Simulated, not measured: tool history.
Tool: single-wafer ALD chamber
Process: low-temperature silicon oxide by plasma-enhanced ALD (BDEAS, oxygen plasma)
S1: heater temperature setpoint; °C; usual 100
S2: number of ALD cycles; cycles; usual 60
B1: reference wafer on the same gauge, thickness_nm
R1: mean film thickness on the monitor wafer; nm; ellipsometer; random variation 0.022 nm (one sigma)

run	hour	S1	S2	B1	R1
1	0	108	68	7.071	9.899
2	16.4	100	60	7.075	8.837
3	30.3	100	60	7.074	8.822
4	39.2	100	60	7.075	8.811
5	51.4	100	60	7.083	8.842
6	59.7	100	60	7.088	8.836
7	68	100	60	7.091	8.796
8	86	100	60	7.09	8.867
9	101.5	100	52	7.097	7.656
10	112.5	100	52	7.099	7.674
11	126.7	100	52	7.102	7.654
12	139.3	104	60	7.103	8.793
# hour 146.6: gauge calibrated
13	149.7	104	60	7.025	8.731
14	170.7	100	68	7.032	9.915
15	207.1	100	68	7.039	9.985
16	221.6	94	54	7.047	8.055
17	229.8	104	60	7.05	8.746
18	243.8	115	60	7.057	8.62
19	256.1	89	69	7.056	10.469
20	271.2	100	71	7.06	10.394
21	280	110	60	7.063	8.662
22	292.7	113	56	7.065	8.077
# hour 301.2: thermocouple changed; heater temperature recalibrated
23	302.8	92	53	7.066	7.999
24	312.4	112	49	7.07	7.063
25	319.5	108	65	7.069	9.442
26	330.9	100	60	7.079	8.88
27	346.4	114	60	7.078	8.639
28	353.8	100	60	7.082	8.838
29	360	94	60	7.085	8.995
30	372.7	100	60	7.09	8.832
31	381.4	100	60	7.087	8.838

The same runs without the tool's hidden state, with the same run-to-run variation:
The hidden state here: wafer temperature above the value expected at the setpoint (K); gauge reads high (%).
run	R1
1	9.832
2	8.772
3	8.753
4	8.739
5	8.766
6	8.757
7	8.714
8	8.778
9	7.575
10	7.589
11	7.566
12	8.687
13	8.722
14	9.897
15	9.953
16	8.025
17	8.71
18	8.58
19	10.416
20	10.335
21	8.61
22	8.025
23	7.944
24	7.012
25	9.371
26	8.81
27	8.566
28	8.761
29	8.914
30	8.748
31	8.751
